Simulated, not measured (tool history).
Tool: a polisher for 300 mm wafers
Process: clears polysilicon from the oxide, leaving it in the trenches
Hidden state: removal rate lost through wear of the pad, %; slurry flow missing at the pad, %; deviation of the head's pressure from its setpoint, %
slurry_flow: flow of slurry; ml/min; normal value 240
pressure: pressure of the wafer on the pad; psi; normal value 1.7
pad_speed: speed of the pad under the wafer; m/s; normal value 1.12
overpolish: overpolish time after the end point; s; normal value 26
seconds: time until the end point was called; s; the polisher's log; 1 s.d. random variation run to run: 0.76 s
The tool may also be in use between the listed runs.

run   hour  slurry_flow  pressure  pad_speed  overpolish  wafers since the last listed run  wafers polished on this pad  hours since the slurry nozzle was cleaned  hours since the head pressure was calibrated  incoming thickness of the incoming film, nm  seconds
  1    0.0          240       1.7       1.12          26                                 0                          622                                      452.4                                         526.8                                        523.0     68.5
  2   26.4          240       1.7       1.12          26                               375                          998                                      478.8                                         553.2                                        522.7     71.8
  3   44.8          240       1.7       1.12          26                               261                         1260                                      497.2                                         571.6                                        524.1     73.4
      53.1  -- worn pad replaced by a new one
  4   56.9          240       1.7       1.12          26                               115                           53                                      509.3                                         583.7                                        516.9     66.7
  5   77.2          240       1.7       1.12          26                               289                          342                                      529.6                                         604.0                                        517.2     67.1
  6   97.9          240       1.7       1.12          26                               294                          637                                      550.3                                         624.7                                        524.9     68.7
  7  128.3          240       2.0       1.12          26                               432                         1070                                      580.7                                         655.1                                        515.9     61.8
  8  141.4          240       1.7       1.12          26                               186                         1256                                      593.8                                         668.2                                        519.9     71.8
     147.0  -- worn pad replaced by a new one
  9  171.2          240       1.7       1.12          26                               367                          344                                      623.6                                         698.0                                        528.5     69.7
 10  206.8          240       1.7       1.12          26                               506                          851                                      659.2                                         733.6                                        511.9     71.0
     226.7  -- slurry nozzle cleaned
 11  229.3          240       1.7       1.12          26                               306                         1157                                        2.6                                         756.1                                        512.0     72.4
     253.9  -- worn pad replaced by a new one
 12  256.6          240       1.9       1.12          40                               331                           38                                       29.9                                         783.4                                        511.7     62.5
     277.7  -- head pressure recalibrated
 13  288.9          240       1.2       1.12          26                               431                          469                                       62.2                                          11.2                                        531.0     90.7
 14  306.6          240       1.1       1.12          32                               252                          721                                       79.9                                          28.9                                        517.3     94.1
 15  323.6          240       1.9       1.12          39                               242                          963                                       96.9                                          45.9                                        518.3     60.8
     354.4  -- worn pad replaced by a new one
 16  355.0          165       1.7       1.12          26                               390                            8                                      128.3                                          77.3                                        525.3     68.1
     448.5  -- worn pad replaced by a new one
 17  455.8          160       1.4       1.52          37                              1378                          104                                      229.1                                         178.1                                        519.9     59.8
 18  477.1          240       1.7       1.12          40                               303                          407                                      250.4                                         199.4                                        517.5     66.6
 19  501.3          195       1.2       1.12          33                               344                          751                                      274.6                                         223.6                                        525.4     92.8

A few steps of seconds between consecutive runs. Split each: what settings, incoming material and random variation would produce without the hidden state, and what is left over for the hidden state, along with gauge scatter present in only one of the two compared results (measured, and without hidden state):
Run 3 -> 4: worn pad replaced by a new one. seconds -6.7 s: hidden state -4.7, all else -2.0.
Run 14 -> 15: pressure 1.1 -> 1.9, overpolish 32 -> 39. seconds -33.3 s: hidden state -1.1, all else -32.2.
